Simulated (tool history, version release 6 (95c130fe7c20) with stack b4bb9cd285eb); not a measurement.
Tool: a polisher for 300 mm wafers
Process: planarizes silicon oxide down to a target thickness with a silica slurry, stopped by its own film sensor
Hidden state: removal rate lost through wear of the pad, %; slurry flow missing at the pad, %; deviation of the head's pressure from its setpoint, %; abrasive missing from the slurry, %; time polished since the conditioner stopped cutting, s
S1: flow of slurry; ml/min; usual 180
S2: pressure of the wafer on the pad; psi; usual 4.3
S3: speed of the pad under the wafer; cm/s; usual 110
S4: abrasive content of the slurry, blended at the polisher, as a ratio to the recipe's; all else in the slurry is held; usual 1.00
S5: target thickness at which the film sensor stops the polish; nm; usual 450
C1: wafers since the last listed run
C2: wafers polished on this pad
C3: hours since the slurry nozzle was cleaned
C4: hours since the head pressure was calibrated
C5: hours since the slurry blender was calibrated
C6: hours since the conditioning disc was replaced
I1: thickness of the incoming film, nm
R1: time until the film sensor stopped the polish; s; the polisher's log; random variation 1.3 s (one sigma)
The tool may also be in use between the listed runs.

{"run": 1, "hour": 0.0, "S1": 180, "S2": 4.3, "S3": 110, "S4": 1.0, "S5": 450, "C1": 0, "C2": 204, "C3": 54.0, "C4": 508.4, "C5": 230.4, "C6": 357.2, "I1": 818.8, "R1": 109.7}
{"run": 2, "hour": 11.8, "S1": 180, "S2": 4.3, "S3": 110, "S4": 1.0, "S5": 450, "C1": 98, "C2": 302, "C3": 65.8, "C4": 520.2, "C5": 242.2, "C6": 369.0, "I1": 799.3, "R1": 105.4}
{"run": 3, "hour": 28.1, "S1": 180, "S2": 4.3, "S3": 110, "S4": 1.0, "S5": 450, "C1": 135, "C2": 438, "C3": 82.1, "C4": 536.5, "C5": 258.5, "C6": 385.3, "I1": 797.0, "R1": 103.1}
{"run": 4, "hour": 34.2, "S1": 180, "S2": 4.3, "S3": 110, "S4": 1.0, "S5": 450, "C1": 50, "C2": 489, "C3": 88.2, "C4": 542.6, "C5": 264.6, "C6": 391.4, "I1": 815.0, "R1": 110.5}
{"run": 5, "hour": 46.9, "S1": 180, "S2": 5.1, "S3": 110, "S4": 1.0, "S5": 450, "C1": 105, "C2": 595, "C3": 100.9, "C4": 555.3, "C5": 277.3, "C6": 404.1, "I1": 827.5, "R1": 95.6}
{"run": 6, "hour": 58.5, "S1": 180, "S2": 5.1, "S3": 110, "S4": 1.0, "S5": 450, "C1": 96, "C2": 692, "C3": 112.5, "C4": 566.9, "C5": 288.9, "C6": 415.7, "I1": 815.7, "R1": 92.9}
{"run": 7, "hour": 66.4, "S1": 180, "S2": 4.3, "S3": 110, "S4": 1.0, "S5": 501, "C1": 65, "C2": 758, "C3": 120.4, "C4": 574.8, "C5": 296.8, "C6": 423.6, "I1": 802.4, "R1": 90.7}
{"run": 8, "hour": 79.8, "S1": 180, "S2": 4.3, "S3": 110, "S4": 1.0, "S5": 501, "C1": 111, "C2": 869, "C3": 133.8, "C4": 588.2, "C5": 310.2, "C6": 437.0, "I1": 801.0, "R1": 91.3}
{"run": 9, "hour": 93.2, "S1": 180, "S2": 4.3, "S3": 110, "S4": 1.0, "S5": 450, "C1": 111, "C2": 981, "C3": 147.2, "C4": 601.6, "C5": 323.6, "C6": 450.4, "I1": 812.4, "R1": 109.0}
{"run": 10, "hour": 102.2, "S1": 180, "S2": 4.3, "S3": 110, "S4": 1.0, "S5": 450, "C1": 75, "C2": 1056, "C3": 156.2, "C4": 610.6, "C5": 332.6, "C6": 459.4, "I1": 812.5, "R1": 108.3}
{"run": 11, "hour": 114.6, "S1": 180, "S2": 4.3, "S3": 110, "S4": 1.0, "S5": 450, "C1": 103, "C2": 1160, "C3": 168.6, "C4": 623.0, "C5": 345.0, "C6": 471.8, "I1": 812.5, "R1": 107.9}
{"run": 12, "hour": 122.2, "S1": 180, "S2": 4.3, "S3": 110, "S4": 1.0, "S5": 450, "C1": 63, "C2": 1223, "C3": 176.2, "C4": 630.6, "C5": 352.6, "C6": 479.4, "I1": 822.0, "R1": 111.8}
{"run": 13, "hour": 132.0, "S1": 130, "S2": 4.8, "S3": 110, "S4": 1.0, "S5": 450, "C1": 81, "C2": 1305, "C3": 186.0, "C4": 640.4, "C5": 362.4, "C6": 489.2, "I1": 823.8, "R1": 106.7}
{"hour": 139.8, "done": "conditioning disc replaced and pad reconditioned"}
{"run": 14, "hour": 146.7, "S1": 180, "S2": 4.8, "S3": 128, "S4": 1.0, "S5": 450, "C1": 105, "C2": 1411, "C3": 200.7, "C4": 655.1, "C5": 377.1, "C6": 6.9, "I1": 808.3, "R1": 88.0}
{"hour": 161.1, "done": "worn pad replaced by a new one"}
{"run": 15, "hour": 194.5, "S1": 240, "S2": 4.3, "S3": 136, "S4": 0.75, "S5": 564, "C1": 365, "C2": 278, "C3": 248.5, "C4": 702.9, "C5": 424.9, "C6": 54.7, "I1": 808.7, "R1": 75.4}
{"hour": 205.1, "done": "slurry blender recalibrated"}
{"hour": 208.9, "done": "slurry nozzle cleaned"}
{"run": 16, "hour": 210.3, "S1": 180, "S2": 4.3, "S3": 76, "S4": 1.2, "S5": 450, "C1": 106, "C2": 385, "C3": 1.4, "C4": 718.7, "C5": 5.2, "C6": 70.5, "I1": 814.7, "R1": 134.8}
{"run": 17, "hour": 220.9, "S1": 180, "S2": 3.9, "S3": 110, "S4": 1.0, "S5": 548, "C1": 88, "C2": 474, "C3": 12.0, "C4": 729.3, "C5": 15.8, "C6": 81.1, "I1": 828.6, "R1": 90.1}
{"run": 18, "hour": 227.2, "S1": 180, "S2": 5.1, "S3": 130, "S4": 1.0, "S5": 450, "C1": 52, "C2": 526, "C3": 18.3, "C4": 735.6, "C5": 22.1, "C6": 87.4, "I1": 820.6, "R1": 83.3}
{"hour": 234.9, "done": "head pressure recalibrated"}
{"run": 19, "hour": 235.4, "S1": 180, "S2": 4.3, "S3": 110, "S4": 1.0, "S5": 501, "C1": 51, "C2": 578, "C3": 26.5, "C4": 0.5, "C5": 30.3, "C6": 95.6, "I1": 806.0, "R1": 91.9}
{"run": 20, "hour": 241.0, "S1": 180, "S2": 4.3, "S3": 110, "S4": 1.0, "S5": 450, "C1": 46, "C2": 625, "C3": 32.1, "C4": 6.1, "C5": 35.9, "C6": 101.2, "I1": 805.1, "R1": 108.3}
{"run": 21, "hour": 247.1, "S1": 180, "S2": 4.3, "S3": 86, "S4": 1.0, "S5": 381, "C1": 50, "C2": 675, "C3": 38.2, "C4": 12.2, "C5": 42.0, "C6": 107.3, "I1": 802.8, "R1": 153.5}
{"run": 22, "hour": 257.8, "S1": 180, "S2": 4.3, "S3": 88, "S4": 1.0, "S5": 491, "C1": 89, "C2": 765, "C3": 48.9, "C4": 22.9, "C5": 52.7, "C6": 118.0, "I1": 800.8, "R1": 112.6}
{"run": 23, "hour": 272.9, "S1": 180, "S2": 5.7, "S3": 76, "S4": 1.0, "S5": 349, "C1": 125, "C2": 891, "C3": 64.0, "C4": 38.0, "C5": 67.8, "C6": 133.1, "I1": 818.6, "R1": 142.1}
{"run": 24, "hour": 289.6, "S1": 225, "S2": 5.1, "S3": 110, "S4": 0.7, "S5": 411, "C1": 139, "C2": 1030, "C3": 80.7, "C4": 54.7, "C5": 84.5, "C6": 149.8, "I1": 806.4, "R1": 129.2}
{"run": 25, "hour": 301.6, "S1": 200, "S2": 4.3, "S3": 126, "S4": 0.75, "S5": 523, "C1": 100, "C2": 1130, "C3": 92.7, "C4": 66.7, "C5": 96.5, "C6": 161.8, "I1": 818.6, "R1": 97.5}

5 ways to go on from here, each from the tool as it stands after run 25. What would each give?
{"run": "A", "hour": 302.1, "S1": 180, "S2": 4.3, "S3": 92, "S4": 1.0, "S5": 450, "C1": 4, "C2": 1134, "C3": 93.2, "C4": 67.2, "C5": 97.0, "C6": 162.3, "I1": 815.7, "R1": "?"}
{"run": "B", "hour": 302.1, "S1": 180, "S2": 4.3, "S3": 130, "S4": 1.15, "S5": 450, "C1": 4, "C2": 1134, "C3": 93.2, "C4": 67.2, "C5": 97.0, "C6": 162.3, "I1": 815.7, "R1": "?"}
{"run": "C", "hour": 302.1, "S1": 180, "S2": 2.9, "S3": 110, "S4": 1.0, "S5": 450, "C1": 4, "C2": 1134, "C3": 93.2, "C4": 67.2, "C5": 97.0, "C6": 162.3, "I1": 815.7, "R1": "?"}
{"run": "D", "hour": 302.1, "S1": 180, "S2": 4.3, "S3": 90, "S4": 1.0, "S5": 541, "C1": 4, "C2": 1134, "C3": 93.2, "C4": 67.2, "C5": 97.0, "C6": 162.3, "I1": 815.7, "R1": "?"}
{"run": "E", "hour": 302.1, "S1": 180, "S2": 4.3, "S3": 84, "S4": 1.0, "S5": 450, "C1": 4, "C2": 1134, "C3": 93.2, "C4": 67.2, "C5": 97.0, "C6": 162.3, "I1": 815.7, "R1": "?"}

run=A R1=125.7
run=B R1=88.0
run=C R1=157.5
run=D R1=96.1
run=E R1=135.2
Without the tool's hidden state the same runs would have given:
run=A R1=125.7
run=B R1=88.0
run=C R1=157.5
run=D R1=96.1
run=E R1=135.2
